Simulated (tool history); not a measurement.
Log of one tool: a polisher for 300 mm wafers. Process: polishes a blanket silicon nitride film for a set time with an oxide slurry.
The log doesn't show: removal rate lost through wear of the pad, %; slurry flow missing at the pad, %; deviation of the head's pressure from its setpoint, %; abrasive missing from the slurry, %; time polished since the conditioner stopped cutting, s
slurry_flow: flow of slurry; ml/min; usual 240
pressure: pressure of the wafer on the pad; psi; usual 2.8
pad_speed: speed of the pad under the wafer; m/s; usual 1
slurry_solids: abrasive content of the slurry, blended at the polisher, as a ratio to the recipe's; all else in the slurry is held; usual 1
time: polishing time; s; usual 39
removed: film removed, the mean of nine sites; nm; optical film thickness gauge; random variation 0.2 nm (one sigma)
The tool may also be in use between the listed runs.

run	hour	slurry_flow	pressure	pad_speed	slurry_solids	time	wafers since the last listed run	wafers polished on this pad	hours since the slurry nozzle was cleaned	hours since the head pressure was calibrated	hours since the slurry blender was calibrated	hours since the conditioning disc was replaced	incoming thickness of the incoming film, nm	removed
1	0	240	2.8	1	1	39	0	1265	29.1	449.6	84.9	94.5	375.1	21
# hour 56.6: worn pad replaced by a new one
# hour 113.9: slurry blender recalibrated
2	205.2	240	2.8	1.16	1	39	1868	1374	234.3	654.8	91.3	299.7	379.1	22.5
# hour 266.9: worn pad replaced by a new one
# hour 284.6: conditioning disc replaced and pad reconditioned
3	303.5	240	2.8	1.16	1	39	865	324	332.6	753.1	189.6	18.9	383.9	23.9
# hour 325.5: slurry blender recalibrated
4	343.4	240	2.8	0.92	1	39	355	680	372.5	793	17.9	58.8	386.7	19.6
5	376.6	240	2.8	0.92	1	39	311	991	405.7	826.2	51.1	92	384.1	19.4
6	441.1	240	2.8	0.92	1	39	604	1596	470.2	890.7	115.6	156.5	378.2	19.7
# hour 450.1: head pressure recalibrated
7	466.8	240	2.8	1	1	39	222	1818	495.9	16.7	141.3	182.2	376.6	20.7
# hour 493: worn pad replaced by a new one
8	517	240	2.8	1	1	39	433	225	546.1	66.9	191.5	232.4	379	20.6
# hour 522.9: slurry blender recalibrated
9	564.3	240	2.8	1	1	39	424	650	593.4	114.2	41.4	279.7	374	20.7
10	632.8	305	2.8	1	1	39	642	1292	661.9	182.7	109.9	348.2	384.9	20.4
# hour 657.3: slurry nozzle cleaned
11	694.4	240	2.1	1	1	39	568	1861	37.1	244.3	171.5	409.8	380.5	15.2
# hour 720.1: worn pad replaced by a new one, of another model than before
# hour 721.4: conditioning disc replaced and pad reconditioned
# hour 733.5: slurry blender recalibrated
12	742.3	240	2.8	1	1	39	380	176	85	292.2	8.8	20.9	378.5	21
13	778.7	240	2.8	0.7	1	44	341	518	121.4	328.6	45.2	57.3	376.5	20.1
14	820.7	240	2.8	1	1	52	393	912	163.4	370.6	87.2	99.3	386.7	27.9
15	870.9	240	2.8	0.84	1.1	47	470	1383	213.6	420.8	137.4	149.5	378.2	23.9
# hour 907.2: worn pad replaced by a new one
16	920.6	240	2.8	1	1	52	428	125	263.3	470.5	187.1	199.2	378.1	27.4
# hour 935.4: slurry blender recalibrated
17	976.3	280	2.8	1	1.15	39	503	629	319	526.2	40.9	254.9	374.9	21.7
18	1029.7	240	2.1	1.34	1.2	26	500	1129	372.4	579.6	94.3	308.3	380.2	13.6
19	1056.8	240	2.2	1.28	0.85	47	254	1384	399.5	606.7	121.4	335.4	379	21.5

5 ways to go on from here, each from the tool as it stands after run 19. What would each give?
A	1057.2	240	2.8	1.2	1	39	3	1387	399.9	607.1	121.8	335.8	378.9	?
B	1057.2	240	2.8	1	1.1	50	3	1387	399.9	607.1	121.8	335.8	378.9	?
C	1057.2	240	3.2	1	1.15	39	3	1387	399.9	607.1	121.8	335.8	378.9	?
D	1057.2	240	2.8	1	1	35	3	1387	399.9	607.1	121.8	335.8	378.9	?
E	1057.2	195	2.8	0.74	1	29	3	1387	399.9	607.1	121.8	335.8	378.9	?

run	removed
A	22.1
B	26.8
C	23.5
D	18.1
E	12.6
Without the tool's hidden state the same runs would have given:
run	removed
A	23.5
B	28.3
C	24.9
D	19.1
E	13.2

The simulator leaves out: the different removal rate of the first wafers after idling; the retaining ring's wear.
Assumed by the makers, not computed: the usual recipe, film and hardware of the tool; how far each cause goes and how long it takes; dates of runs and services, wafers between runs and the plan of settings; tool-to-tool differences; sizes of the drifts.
